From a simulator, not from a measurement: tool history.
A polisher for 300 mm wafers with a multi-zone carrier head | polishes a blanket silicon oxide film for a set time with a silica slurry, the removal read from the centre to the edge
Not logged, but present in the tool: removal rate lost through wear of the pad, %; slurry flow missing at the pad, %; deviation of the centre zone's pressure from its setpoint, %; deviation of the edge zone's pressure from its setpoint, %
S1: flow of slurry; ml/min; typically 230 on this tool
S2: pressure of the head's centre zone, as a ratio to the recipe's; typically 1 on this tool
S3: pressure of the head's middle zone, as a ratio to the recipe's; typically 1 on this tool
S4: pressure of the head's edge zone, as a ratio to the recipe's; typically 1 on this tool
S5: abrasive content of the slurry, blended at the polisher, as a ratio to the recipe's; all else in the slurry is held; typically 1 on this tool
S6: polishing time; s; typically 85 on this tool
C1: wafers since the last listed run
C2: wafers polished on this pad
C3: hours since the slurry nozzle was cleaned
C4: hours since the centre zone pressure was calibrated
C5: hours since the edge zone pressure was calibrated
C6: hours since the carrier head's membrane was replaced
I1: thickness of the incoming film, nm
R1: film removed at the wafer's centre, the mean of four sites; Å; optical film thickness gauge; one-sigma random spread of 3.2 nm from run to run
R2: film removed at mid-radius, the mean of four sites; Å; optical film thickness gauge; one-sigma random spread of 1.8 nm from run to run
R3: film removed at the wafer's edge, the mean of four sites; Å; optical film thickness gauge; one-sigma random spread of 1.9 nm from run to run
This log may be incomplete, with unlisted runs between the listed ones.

run 1 hour=0 | S1=230 S2=1 S3=1 S4=1 S5=1 S6=85 | C1=0 C2=362 C3=118.8 C4=817.2 C5=859.1 C6=1146.9 | I1=1791.9 | R1=2029 R2=2110 R3=2089
run 2 hour=10.6 | S1=230 S2=1 S3=1 S4=1 S5=1 S6=85 | C1=79 C2=441 C3=129.4 C4=827.8 C5=869.7 C6=1157.5 | I1=1803.3 | R1=2008 R2=2055 R3=2079
run 3 hour=25.7 | S1=230 S2=1 S3=1 S4=1 S5=1 S6=69 | C1=113 C2=554 C3=144.5 C4=842.9 C5=884.8 C6=1172.6 | I1=1796 | R1=1647 R2=1650 R3=1625
run 4 hour=41 | S1=230 S2=1 S3=1 S4=0.95 S5=1 S6=85 | C1=114 C2=669 C3=159.8 C4=858.2 C5=900.1 C6=1187.9 | I1=1790.4 | R1=2004 R2=2026 R3=1989
-- hour=58.7 worn pad replaced by a new one
run 5 hour=59.2 | S1=230 S2=1 S3=1 S4=0.95 S5=1 S6=85 | C1=106 C2=3 C3=178 C4=876.4 C5=918.3 C6=1206.1 | I1=1758.3 | R1=2138 R2=2117 R3=2098
run 6 hour=76.3 | S1=230 S2=1 S3=1 S4=1 S5=1 S6=65 | C1=128 C2=131 C3=195.1 C4=893.5 C5=935.4 C6=1223.2 | I1=1779.8 | R1=1535 R2=1607 R3=1617
-- hour=78.5 slurry nozzle cleaned
run 7 hour=82.6 | S1=230 S2=1 S3=1 S4=1 S5=1 S6=65 | C1=39 C2=171 C3=4.1 C4=899.8 C5=941.7 C6=1229.5 | I1=1773.5 | R1=1697 R2=1716 R3=1683
run 8 hour=98.3 | S1=230 S2=1 S3=1 S4=1 S5=1 S6=65 | C1=117 C2=289 C3=19.8 C4=915.5 C5=957.4 C6=1245.2 | I1=1784.9 | R1=1701 R2=1680 R3=1631
run 9 hour=107.9 | S1=260 S2=1 S3=1 S4=1 S5=0.9 S6=85 | C1=72 C2=361 C3=29.4 C4=925.1 C5=967 C6=1254.8 | I1=1800 | R1=2070 R2=2107 R3=2090
-- hour=118.2 carrier head's membrane replaced by a new one
run 10 hour=118.7 | S1=230 S2=1 S3=1 S4=1 S5=1 S6=85 | C1=43 C2=405 C3=40.2 C4=935.9 C5=977.8 C6=0.5 | I1=1758.3 | R1=2110 R2=2129 R3=2135
-- hour=120.8 edge zone pressure recalibrated
run 11 hour=127.9 | S1=230 S2=1 S3=1 S4=1 S5=1 S6=85 | C1=54 C2=459 C3=49.4 C4=945.1 C5=7.1 C6=9.7 | I1=1801.6 | R1=2063 R2=2105 R3=2122
-- hour=138.2 centre zone pressure recalibrated
run 12 hour=142.3 | S1=230 S2=1 S3=1 S4=1 S5=1 S6=85 | C1=93 C2=552 C3=63.8 C4=4.1 C5=21.5 C6=24.1 | I1=1774.9 | R1=2061 R2=2108 R3=2052
run 13 hour=148.7 | S1=205 S2=1 S3=1 S4=1 S5=1.25 S6=85 | C1=48 C2=600 C3=70.2 C4=10.5 C5=27.9 C6=30.5 | I1=1786 | R1=2129 R2=2165 R3=2165
-- hour=159 worn pad replaced by a new one
run 14 hour=164.8 | S1=230 S2=1 S3=1 S4=1 S5=1 S6=85 | C1=90 C2=43 C3=86.3 C4=26.6 C5=44 C6=46.6 | I1=1799 | R1=2118 R2=2110 R3=2146
run 15 hour=175 | S1=285 S2=0.92 S3=1 S4=1 S5=1 S6=98 | C1=76 C2=120 C3=96.5 C4=36.8 C5=54.2 C6=56.8 | I1=1799.6 | R1=2337 R2=2509 R3=2482
run 16 hour=185.4 | S1=230 S2=0.97 S3=0.95 S4=1.11 S5=1 S6=108 | C1=78 C2=198 C3=106.9 C4=47.2 C5=64.6 C6=67.2 | I1=1762.3 | R1=2510 R2=2552 R3=2840
run 17 hour=201.7 | S1=230 S2=0.92 S3=1 S4=1 S5=1.3 S6=85 | C1=122 C2=320 C3=123.2 C4=63.5 C5=80.9 C6=83.5 | I1=1773.6 | R1=2057 R2=2255 R3=2239
run 18 hour=218.8 | S1=230 S2=1 S3=1 S4=1 S5=1 S6=85 | C1=128 C2=448 C3=140.3 C4=80.6 C5=98 C6=100.6 | I1=1776.1 | R1=1991 R2=2044 R3=2038
run 19 hour=228.1 | S1=230 S2=1.05 S3=1 S4=1 S5=1 S6=85 | C1=69 C2=518 C3=149.6 C4=89.9 C5=107.3 C6=109.9 | I1=1780.7 | R1=2086 R2=2034 R3=2029
run 20 hour=241.5 | S1=180 S2=1 S3=1 S4=1 S5=1 S6=85 | C1=100 C2=619 C3=163 C4=103.3 C5=120.7 C6=123.3 | I1=1771.2 | R1=1875 R2=1913 R3=1941

Each row is a separate what-if for the run after 20, all from the same tool condition, not one after another. Results?
run A hour=242 | S1=230 S2=1 S3=1 S4=1 S5=1 S6=85 | C1=3 C2=622 C3=163.5 C4=103.8 C5=121.2 C6=123.8 | I1=1751.6 | R1=? R2=? R3=?
run B hour=242 | S1=230 S2=1 S3=1 S4=1 S5=1 S6=66 | C1=3 C2=622 C3=163.5 C4=103.8 C5=121.2 C6=123.8 | I1=1751.6 | R1=? R2=? R3=?
run C hour=242 | S1=230 S2=0.96 S3=0.93 S4=1 S5=1 S6=56 | C1=3 C2=622 C3=163.5 C4=103.8 C5=121.2 C6=123.8 | I1=1751.6 | R1=? R2=? R3=?

run=A R1=1937 R2=2004 R3=1982
run=B R1=1504 R2=1556 R3=1539
run=C R1=1234 R2=1256 R3=1306
Without the tool's unlogged condition, the same runs would have read:
run=A R1=2251 R2=2310 R3=2239
run=B R1=1748 R2=1793 R3=1739
run=C R1=1434 R2=1447 R3=1476

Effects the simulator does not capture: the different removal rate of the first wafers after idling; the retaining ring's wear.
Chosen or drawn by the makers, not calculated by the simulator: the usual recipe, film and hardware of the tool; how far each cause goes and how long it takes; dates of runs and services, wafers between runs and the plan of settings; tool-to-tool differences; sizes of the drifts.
